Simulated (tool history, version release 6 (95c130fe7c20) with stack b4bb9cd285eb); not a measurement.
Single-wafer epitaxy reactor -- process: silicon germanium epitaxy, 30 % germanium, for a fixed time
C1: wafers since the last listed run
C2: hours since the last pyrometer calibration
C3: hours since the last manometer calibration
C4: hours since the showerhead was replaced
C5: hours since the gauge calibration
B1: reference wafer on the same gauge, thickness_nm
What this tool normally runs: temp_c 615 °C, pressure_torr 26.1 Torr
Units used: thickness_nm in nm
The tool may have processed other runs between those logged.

Run 1, hour 0.0: usual settings but temp_c 609 °C; C1 0; C2 1638.7; C3 2704.6; C4 2690.5; C5 846.0; B1 101.819. Result: thickness_nm 82.625 nm.
Run 2, hour 38.7: usual settings but pressure_torr 28.1 Torr; C1 445; C2 1677.4; C3 2743.3; C4 2729.2; C5 884.7; B1 101.855. Result: thickness_nm 95.585 nm.
Run 3, hour 73.3: usual settings but pressure_torr 28.1 Torr; C1 398; C2 1712.0; C3 2777.9; C4 2763.8; C5 919.3; B1 101.795. Result: thickness_nm 95.108 nm.
Run 4, hour 142.0: usual settings; C1 790; C2 1780.7; C3 2846.6; C4 2832.5; C5 988.0; B1 101.792. Result: thickness_nm 91.188 nm.
Run 5, hour 206.3: usual settings; C1 740; C2 1845.0; C3 2910.9; C4 2896.8; C5 1052.3; B1 101.815. Result: thickness_nm 90.990 nm.
Run 6, hour 235.7: usual settings; C1 338; C2 1874.4; C3 2940.3; C4 2926.2; C5 1081.7; B1 101.788. Result: thickness_nm 91.265 nm.
Run 7, hour 274.5: usual settings; C1 446; C2 1913.2; C3 2979.1; C4 2965.0; C5 1120.5; B1 101.739. Result: thickness_nm 90.807 nm.
Run 8, hour 337.2: usual settings; C1 721; C2 1975.9; C3 3041.8; C4 3027.7; C5 1183.2; B1 101.813. Result: thickness_nm 91.312 nm.
Run 9, hour 397.4: usual settings; C1 692; C2 2036.1; C3 3102.0; C4 3087.9; C5 1243.4; B1 101.800. Result: thickness_nm 90.913 nm.
Run 10, hour 437.5: usual settings but temp_c 621 °C; C1 461; C2 2076.2; C3 3142.1; C4 3128.0; C5 1283.5; B1 101.770. Result: thickness_nm 100.313 nm.
Run 11, hour 470.7: usual settings but temp_c 621 °C; C1 382; C2 2109.4; C3 3175.3; C4 3161.2; C5 1316.7; B1 101.809. Result: thickness_nm 100.222 nm.
Run 12, hour 494.9: usual settings but temp_c 621 °C; C1 278; C2 2133.6; C3 3199.5; C4 3185.4; C5 1340.9; B1 101.845. Result: thickness_nm 100.193 nm.
At hour 503.7: capacitance manometer re-zeroed and calibrated.
Run 13, hour 540.5: usual settings; C1 432; C2 2179.2; C3 36.8; C4 3231.0; C5 1386.5; B1 101.799. Result: thickness_nm 86.245 nm.
At hour 565.6: showerhead replaced.
At hour 602.8: gauge calibrated.
Run 14, hour 607.3: usual settings but temp_c 608 °C; C1 676; C2 2246.0; C3 103.6; C4 41.7; C5 4.5; B1 101.764. Result: thickness_nm 77.763 nm.
Run 15, hour 666.8: usual settings but temp_c 608 °C; C1 684; C2 2305.5; C3 163.1; C4 101.2; C5 64.0; B1 101.821. Result: thickness_nm 77.310 nm.
Run 16, hour 721.2: usual settings; C1 626; C2 2359.9; C3 217.5; C4 155.6; C5 118.4; B1 101.744. Result: thickness_nm 86.260 nm.
Run 17, hour 771.1: usual settings but temp_c 606 °C, pressure_torr 21.6 Torr; C1 574; C2 2409.8; C3 267.4; C4 205.5; C5 168.3; B1 101.706. Result: thickness_nm 65.288 nm.
Run 18, hour 806.3: usual settings but temp_c 605 °C; C1 405; C2 2445.0; C3 302.6; C4 240.7; C5 203.5; B1 101.817. Result: thickness_nm 74.198 nm.
Run 19, hour 851.1: usual settings but temp_c 609 °C, pressure_torr 20.0 Torr; C1 515; C2 2489.8; C3 347.4; C4 285.5; C5 248.3; B1 101.769. Result: thickness_nm 64.420 nm.
Run 20, hour 911.1: usual settings but pressure_torr 22.4 Torr; C1 690; C2 2549.8; C3 407.4; C4 345.5; C5 308.3; B1 101.798. Result: thickness_nm 77.262 nm.
Run 21, hour 963.3: usual settings but pressure_torr 22.4 Torr; C1 600; C2 2602.0; C3 459.6; C4 397.7; C5 360.5; B1 101.760. Result: thickness_nm 77.565 nm.

Run 22 comes next. What will it give?
Run 22, hour 1029.0: usual settings; C1 756; C2 2667.7; C3 525.3; C4 463.4; C5 426.2; B1 ?. Result: thickness_nm ?.

Logged for run 22: B1 101.853, thickness_nm 86.529 nm.
Had the tool carried no hidden state, the very same run would have given thickness_nm 87.154 nm.

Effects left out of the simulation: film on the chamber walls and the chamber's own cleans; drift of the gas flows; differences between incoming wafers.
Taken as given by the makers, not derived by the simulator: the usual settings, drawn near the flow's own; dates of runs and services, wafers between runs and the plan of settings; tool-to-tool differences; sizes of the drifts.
